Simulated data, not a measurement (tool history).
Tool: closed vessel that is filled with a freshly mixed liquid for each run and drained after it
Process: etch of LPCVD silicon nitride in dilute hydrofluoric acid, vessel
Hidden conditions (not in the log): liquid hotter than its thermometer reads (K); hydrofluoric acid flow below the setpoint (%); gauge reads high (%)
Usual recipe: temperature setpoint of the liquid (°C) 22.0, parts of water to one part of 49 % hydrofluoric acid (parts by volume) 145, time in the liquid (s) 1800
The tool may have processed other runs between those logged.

run	day	temperature setpoint of the liquid (°C)	parts of water to one part of 49 % hydrofluoric acid (parts by volume)	time in the liquid (s)	wafers since the last listed run	hours since the thermometer was replaced	hours since the hydrofluoric acid flow meter was replaced	hours since the gauge calibration	read-back film thickness of the LPCVD silicon nitride reference wafer, read on the same gauge (nm)	thickness taken off the LPCVD silicon nitride on a monitor wafer (nm)
1	0.000	22.0	145	1800	0	951.6	1916.5	215.8	120.005	3.818
2	0.562	22.0	145	1800	559	965.1	1930.0	229.3	119.984	3.811
3	2.033	22.0	145	1800	1464	1000.4	1965.3	264.6	120.009	3.777
4	3.308	22.0	145	1800	1269	1031.0	1995.9	295.2	120.019	3.800
5	3.988	22.0	145	1800	676	1047.3	2012.2	311.5	120.007	3.818
6	4.558	22.0	145	1800	568	1061.0	2025.9	325.2	120.014	3.800
# day 4.754: gauge calibrated
7	5.229	22.0	145	1800	667	1077.1	2042.0	11.4	119.996	3.778
8	6.688	22.0	145	1800	1451	1112.1	2077.0	46.4	119.983	3.815
9	7.608	19.5	80	1800	916	1134.2	2099.1	68.5	119.995	5.720
# day 8.329: hydrofluoric acid flow meter replaced
10	8.471	22.0	170	885	817	1154.9	3.4	89.2	119.987	1.835
# day 9.779: thermometer replaced
11	9.900	19.5	205	1265	1381	2.9	37.7	123.5	120.009	1.864
12	10.917	25.5	145	1800	1011	27.3	62.1	147.9	120.013	5.372
13	12.142	20.5	115	2245	1219	56.7	91.5	177.3	119.992	6.115
14	12.942	22.0	145	1800	796	75.9	110.7	196.5	119.999	4.315
15	13.812	22.0	145	1800	866	96.8	131.6	217.4	120.003	4.295

What if the next run were any one of these 5? Each begins from the tool's condition after run 15:
A	13.858	22.0	145	1800	45	97.9	132.7	218.5	?	?
B	13.858	24.0	125	790	45	97.9	132.7	218.5	?	?
C	13.858	22.0	170	835	45	97.9	132.7	218.5	?	?
D	13.858	20.5	190	1495	45	97.9	132.7	218.5	?	?
E	13.858	22.0	210	1800	45	97.9	132.7	218.5	?	?

run	read-back film thickness of the LPCVD silicon nitride reference wafer, read on the same gauge (nm)	thickness taken off the LPCVD silicon nitride on a monitor wafer (nm)
A	119.999	4.314
B	119.999	2.498
C	119.999	1.712
D	119.999	2.493
E	119.999	3.000
Take away the tool's hidden state, keep each run's random variation, and the runs would have read:
run	thickness taken off the LPCVD silicon nitride on a monitor wafer (nm)
A	4.434
B	2.567
C	1.759
D	2.562
E	3.083
